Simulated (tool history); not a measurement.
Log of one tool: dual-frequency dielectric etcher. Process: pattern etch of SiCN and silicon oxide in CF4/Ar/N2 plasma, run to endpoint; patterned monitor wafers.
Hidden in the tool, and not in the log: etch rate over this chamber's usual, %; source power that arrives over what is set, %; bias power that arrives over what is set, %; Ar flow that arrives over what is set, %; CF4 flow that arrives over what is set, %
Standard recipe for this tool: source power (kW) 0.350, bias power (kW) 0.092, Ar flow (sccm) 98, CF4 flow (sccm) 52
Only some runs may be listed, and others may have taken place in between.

run	day	source power (kW)	bias power (kW)	Ar flow (sccm)	CF4 flow (sccm)	wafers since the last listed run	hours since the last wet clean	hours since the last source power generator calibration	hours since the last bias power generator calibration	hours since the last Ar flow controller change	hours since the last CF4 flow controller change	hours since the last upper electrode change	incoming incoming film thickness, nm	endpoint time (s)
1	0.000	0.350	0.092	98	52	0	137.4	3300.3	1075.3	3278.3	2518.3	4619.7	15.06	20.2
2	1.088	0.350	0.092	98	52	437	163.5	3326.4	1101.4	3304.4	2544.4	4645.8	15.00	20.0
3	2.571	0.350	0.092	98	52	597	199.1	3362.0	1137.0	3340.0	2580.0	4681.4	15.01	20.1
4	3.179	0.350	0.092	98	52	244	213.7	3376.6	1151.6	3354.6	2594.6	4696.0	15.13	20.2
5	4.500	0.400	0.092	98	52	531	245.4	3408.3	1183.3	3386.3	2626.3	4727.7	15.15	18.8
6	5.554	0.400	0.092	98	52	424	270.7	3433.6	1208.6	3411.6	2651.6	4753.0	15.19	18.7
7	6.538	0.400	0.092	98	52	395	294.3	3457.2	1232.2	3435.2	2675.2	4776.6	15.07	18.7
8	7.829	0.370	0.092	98	52	520	325.3	3488.2	1263.2	3466.2	2706.2	4807.6	15.19	19.7
9	8.817	0.370	0.092	98	52	397	349.0	3511.9	1286.9	3489.9	2729.9	4831.3	15.14	19.7
10	9.896	0.350	0.092	98	52	434	374.9	3537.8	1312.8	3515.8	2755.8	4857.2	14.91	20.3
# day 10.696: Ar flow controller replaced
# day 11.321: upper electrode replaced, of another model than before
11	11.342	0.350	0.092	98	52	229	409.6	3572.5	1347.5	15.5	2790.5	0.5	15.07	20.8
12	11.838	0.350	0.092	98	52	199	421.5	3584.4	1359.4	27.4	2802.4	12.4	15.13	20.8
13	13.125	0.350	0.092	82	52	518	452.4	3615.3	1390.3	58.3	2833.3	43.3	15.00	20.2
# day 13.492: bias power generator calibrated
14	13.892	0.320	0.075	114	45	241	470.8	3633.7	9.6	76.7	2851.7	61.7	14.93	24.7
15	14.817	0.400	0.092	98	52	372	493.0	3655.9	31.8	98.9	2873.9	83.9	15.04	18.0
16	15.488	0.430	0.092	98	52	270	509.1	3672.0	47.9	115.0	2890.0	100.0	15.04	16.8
# day 16.700: source power generator calibrated
# day 17.521: CF4 flow controller replaced
# day 17.588: wet clean of the chamber
17	17.608	0.270	0.103	111	40	659	0.5	21.8	98.8	165.9	2.1	150.9	15.19	27.1
18	17.621	0.300	0.071	98	52	5	0.8	22.1	99.1	166.2	2.4	151.2	15.28	25.3
19	18.508	0.350	0.092	98	52	357	22.1	43.4	120.4	187.5	23.7	172.5	15.18	20.2
20	19.892	0.290	0.092	98	63	557	55.3	76.6	153.6	220.7	56.9	205.7	15.11	23.8
21	21.188	0.350	0.092	109	45	521	86.4	107.7	184.7	251.8	88.0	236.8	15.24	21.1
22	22.404	0.300	0.114	98	56	489	115.6	136.9	213.9	281.0	117.2	266.0	15.11	22.2

Forecast each of these 3 alternatives for the next run:
A	22.421	0.270	0.092	98	52	6	116.0	137.3	214.3	281.4	117.6	266.4	15.14	?
B	22.421	0.310	0.108	75	56	6	116.0	137.3	214.3	281.4	117.6	266.4	15.14	?
C	22.421	0.380	0.114	121	62	6	116.0	137.3	214.3	281.4	117.6	266.4	15.14	?

run	endpoint time (s)
A	26.5
B	21.2
C	17.5
Take away the tool's hidden state, keep each run's random variation, and the runs would have read:
run	endpoint time (s)
A	26.1
B	20.8
C	17.2
